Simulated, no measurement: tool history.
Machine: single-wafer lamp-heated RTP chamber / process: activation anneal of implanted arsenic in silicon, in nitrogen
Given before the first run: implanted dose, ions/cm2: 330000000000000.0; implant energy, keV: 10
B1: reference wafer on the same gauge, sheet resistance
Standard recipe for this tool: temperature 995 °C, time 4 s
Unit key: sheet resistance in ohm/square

{"run": 1, "day": 0.0, "temperature": 995, "time": 5, "B1": 322.96, "sheet resistance": 343.12}
{"run": 2, "day": 1.05, "temperature": 995, "time": 5, "B1": 322.97, "sheet resistance": 342.95}
{"run": 3, "day": 3.442, "temperature": 995, "time": 5, "B1": 323.15, "sheet resistance": 343.43}
{"day": 5.721, "done": "pyrometer window cleaned and pyrometer calibrated"}
{"run": 4, "day": 5.833, "temperature": 995, "time": 3, "B1": 323.22, "sheet resistance": 349.59}
{"run": 5, "day": 8.646, "temperature": 995, "time": 3, "B1": 323.14, "sheet resistance": 348.07}
{"run": 6, "day": 10.633, "temperature": 1015, "time": 4, "B1": 322.73, "sheet resistance": 342.66}
{"run": 7, "day": 11.758, "temperature": 1015, "time": 4, "B1": 323.05, "sheet resistance": 342.17}
{"day": 12.65, "done": "reflector plate cleaned"}
{"run": 8, "day": 13.617, "temperature": 1015, "time": 4, "B1": 323.18, "sheet resistance": 341.99}
{"run": 9, "day": 15.617, "temperature": 995, "time": 4, "B1": 323.12, "sheet resistance": 344.56}
{"run": 10, "day": 18.246, "temperature": 972, "time": 4, "B1": 322.85, "sheet resistance": 349.22}
{"run": 11, "day": 20.367, "temperature": 972, "time": 4, "B1": 323.18, "sheet resistance": 349.09}
{"day": 23.6, "done": "pyrometer window cleaned and pyrometer calibrated"}
{"run": 12, "day": 27.408, "temperature": 972, "time": 4, "B1": 323, "sheet resistance": 349.79}
{"day": 27.696, "done": "gauge calibrated"}
{"day": 28.112, "done": "reflector plate cleaned"}
{"run": 13, "day": 30.325, "temperature": 995, "time": 4, "B1": 323, "sheet resistance": 344.86}
{"run": 14, "day": 32.179, "temperature": 995, "time": 4, "B1": 323.03, "sheet resistance": 345.32}
{"run": 15, "day": 34.292, "temperature": 995, "time": 4, "B1": 322.89, "sheet resistance": 344.17}
{"run": 16, "day": 37.017, "temperature": 995, "time": 4, "B1": 323.04, "sheet resistance": 344.71}
{"run": 17, "day": 38.229, "temperature": 995, "time": 4, "B1": 322.88, "sheet resistance": 345.18}
{"day": 39.112, "done": "pyrometer window cleaned and pyrometer calibrated"}
{"run": 18, "day": 40.808, "temperature": 985, "time": 4, "B1": 322.92, "sheet resistance": 347.07}
{"run": 19, "day": 43.379, "temperature": 995, "time": 6, "B1": 323.11, "sheet resistance": 342.64}
{"day": 44.646, "done": "reflector plate cleaned"}
{"run": 20, "day": 46.321, "temperature": 995, "time": 4, "B1": 323.15, "sheet resistance": 345.14}
{"run": 21, "day": 47.867, "temperature": 1015, "time": 6, "B1": 323.05, "sheet resistance": 338.15}
{"run": 22, "day": 49.817, "temperature": 995, "time": 5, "B1": 323.04, "sheet resistance": 343}
{"run": 23, "day": 52.279, "temperature": 968, "time": 3, "B1": 322.95, "sheet resistance": 352.61}
{"run": 24, "day": 53.375, "temperature": 986, "time": 3, "B1": 322.94, "sheet resistance": 349.29}
{"run": 25, "day": 56.2, "temperature": 987, "time": 3, "B1": 323.04, "sheet resistance": 348.15}
{"day": 57.675, "done": "pyrometer window cleaned and pyrometer calibrated"}
{"run": 26, "day": 57.696, "temperature": 970, "time": 4, "B1": 322.98, "sheet resistance": 352.27}
{"run": 27, "day": 58.733, "temperature": 995, "time": 4, "B1": 323.09, "sheet resistance": 346.93}
{"day": 60.571, "done": "reflector plate cleaned"}
{"run": 28, "day": 61.475, "temperature": 977, "time": 3, "B1": 323.07, "sheet resistance": 350.87}
{"run": 29, "day": 70.454, "temperature": 972, "time": 5, "B1": 322.92, "sheet resistance": 347}
{"run": 30, "day": 72.521, "temperature": 995, "time": 3, "B1": 323.03, "sheet resistance": 347.39}
{"run": 31, "day": 73.579, "temperature": 995, "time": 4, "B1": 322.94, "sheet resistance": 345.3}
{"day": 75.008, "done": "pyrometer window cleaned and pyrometer calibrated"}
{"day": 75.875, "done": "reflector plate cleaned"}
{"run": 32, "day": 75.896, "temperature": 1013, "time": 4, "B1": 323.02, "sheet resistance": 342.75}
{"run": 33, "day": 78.392, "temperature": 1024, "time": 4, "B1": 323, "sheet resistance": 340.78}
{"run": 34, "day": 80.358, "temperature": 968, "time": 4, "B1": 322.75, "sheet resistance": 349.39}
{"run": 35, "day": 83.312, "temperature": 995, "time": 4, "B1": 322.99, "sheet resistance": 345.37}
{"run": 36, "day": 85.183, "temperature": 1020, "time": 3, "B1": 322.96, "sheet resistance": 344.23}
{"run": 37, "day": 87.929, "temperature": 1012, "time": 3, "B1": 323.09, "sheet resistance": 344.09}

Below, some changes in sheet resistance between adjacent runs. For each, the amount present without the hidden state too (settings, incoming material, random variation) and the amount remaining for the hidden state with gauge scatter not shared by both compared results:
Hidden conditions of the tool in this case: true wafer temperature minus pyrometer reading, K; wafer temperature error from the tarnished reflector plate, K; gauge reads high (%).
Run 3 -> 4: time 5 -> 3, pyrometer window cleaned and pyrometer calibrated. sheet resistance +6.16 ohm/square: hidden state +1.67, all else +4.49.
Run 20 -> 21: temperature 995 -> 1015, time 4 -> 6. sheet resistance -6.99 ohm/square: hidden state -0.23, all else -6.76.
Run 22 -> 23: temperature 995 -> 968, time 5 -> 3. sheet resistance +9.61 ohm/square: hidden state -0.71, all else +10.32.
Run 25 -> 26: temperature 987 -> 970, time 3 -> 4, pyrometer window cleaned and pyrometer calibrated. sheet resistance +4.12 ohm/square: hidden state +2.14, all else +1.98.
Run 31 -> 32: temperature 995 -> 1013, pyrometer window cleaned and pyrometer calibrated, reflector plate cleaned. sheet resistance -2.55 ohm/square: hidden state +1.62, all else -4.17.
Run 33 -> 34: temperature 1024 -> 968. sheet resistance +8.61 ohm/square: hidden state -0.72, all else +9.33.

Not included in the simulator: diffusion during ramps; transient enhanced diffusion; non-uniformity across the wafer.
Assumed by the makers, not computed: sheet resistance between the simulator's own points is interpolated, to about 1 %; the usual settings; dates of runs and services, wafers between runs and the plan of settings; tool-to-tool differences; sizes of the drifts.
